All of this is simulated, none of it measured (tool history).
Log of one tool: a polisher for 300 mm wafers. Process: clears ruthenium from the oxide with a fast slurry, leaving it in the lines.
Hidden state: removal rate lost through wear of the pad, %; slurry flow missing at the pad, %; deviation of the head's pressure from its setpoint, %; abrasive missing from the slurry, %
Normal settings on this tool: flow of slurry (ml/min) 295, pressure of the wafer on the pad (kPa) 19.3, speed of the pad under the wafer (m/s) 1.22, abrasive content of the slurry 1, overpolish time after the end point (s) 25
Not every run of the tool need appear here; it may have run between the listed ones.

run,hour,flow of slurry (ml/min),pressure of the wafer on the pad (kPa),speed of the pad under the wafer (m/s),abrasive content of the slurry,overpolish time after the end point (s),wafers since the last listed run,wafers polished on this pad,hours since the slurry nozzle was cleaned,hours since the head pressure was calibrated,hours since the slurry blender was calibrated,"incoming thickness of the incoming film, nm",time until the end point was called (s),dishing of a wide line in a test structure (Å)
1,0,295,19.3,1.22,1,25,0,887,499.7,297.2,67.3,258.7,41.1,705
# hour 0.8: worn pad replaced by a new one
2,14.7,295,19.3,1.22,1,25,163,163,514.4,311.9,82,261.9,41.6,709
3,32.1,295,19.3,1.22,1,25,204,367,531.8,329.3,99.4,262.9,41.8,722
4,45.3,210,19.3,1.22,1,25,155,522,545,342.5,112.6,258.9,42.4,704
5,56.8,295,19.3,1.22,1,25,135,657,556.5,354,124.1,259.6,41.3,700
6,68,295,19.3,1.22,1,25,131,789,567.7,365.2,135.3,259.5,40.9,706
# hour 77: worn pad replaced by a new one
7,78.5,295,19.3,1.22,1,25,76,17,578.2,375.7,145.8,262.1,41,714
# hour 97.3: head pressure recalibrated
8,97.8,295,19.3,1.22,1.1,25,203,221,597.5,0.5,165.1,265.6,41.1,715
9,103.2,295,19.3,1.22,1,25,63,284,602.9,5.9,170.5,260,41.6,696
10,117.7,295,23.4,1.22,1,25,170,454,617.4,20.4,185,263,34.9,773
# hour 127.8: slurry nozzle cleaned
11,132.3,230,19.3,1.22,1.2,25,159,614,4.5,35,199.6,256.7,39,728
12,144.3,385,24.8,1.22,1.1,20,141,755,16.5,47,211.6,262.6,30.7,741
# hour 153.5: worn pad replaced by a new one
13,155.1,210,22.1,1.1,0.9,25,79,18,27.3,57.8,222.4,256.3,42.2,695
# hour 167: slurry blender recalibrated
14,167.5,350,19.3,1.36,1,25,122,140,39.7,70.2,0.5,263.4,37.2,751
15,173.6,235,19.3,1.22,1.1,35,71,212,45.8,76.3,6.6,262,41,829
16,191.2,295,19.3,1.22,1,25,206,419,63.4,93.9,24.2,260.2,41.1,707
17,207.9,295,22.1,1.62,1.2,21,196,615,80.1,110.6,40.9,257.8,25.4,797
18,215.7,295,19.3,1.22,1,25,91,707,87.9,118.4,48.7,259.9,41.6,698

Forecast each of these 5 alternatives for the next run:
A,216.1,295,19.3,1.22,1,25,4,711,88.3,118.8,49.1,259.4,?,?
B,216.1,295,19.3,1.22,1.25,25,4,711,88.3,118.8,49.1,259.4,?,?
C,216.1,295,19.3,0.86,1,25,4,711,88.3,118.8,49.1,259.4,?,?
D,216.1,295,14.5,1.22,0.7,25,4,711,88.3,118.8,49.1,259.4,?,?
E,216.1,295,19.3,1.22,0.75,25,4,711,88.3,118.8,49.1,259.4,?,?

run,time until the end point was called (s),dishing of a wide line in a test structure (Å)
A,40.8,709
B,37.6,735
C,57,596
D,62.1,566
E,45.7,672
Take away the tool's hidden state, keep each run's random variation, and the runs would have read:
run,time until the end point was called (s),dishing of a wide line in a test structure (Å)
A,40.8,709
B,37.6,735
C,57,596
D,62.1,566
E,45.7,672

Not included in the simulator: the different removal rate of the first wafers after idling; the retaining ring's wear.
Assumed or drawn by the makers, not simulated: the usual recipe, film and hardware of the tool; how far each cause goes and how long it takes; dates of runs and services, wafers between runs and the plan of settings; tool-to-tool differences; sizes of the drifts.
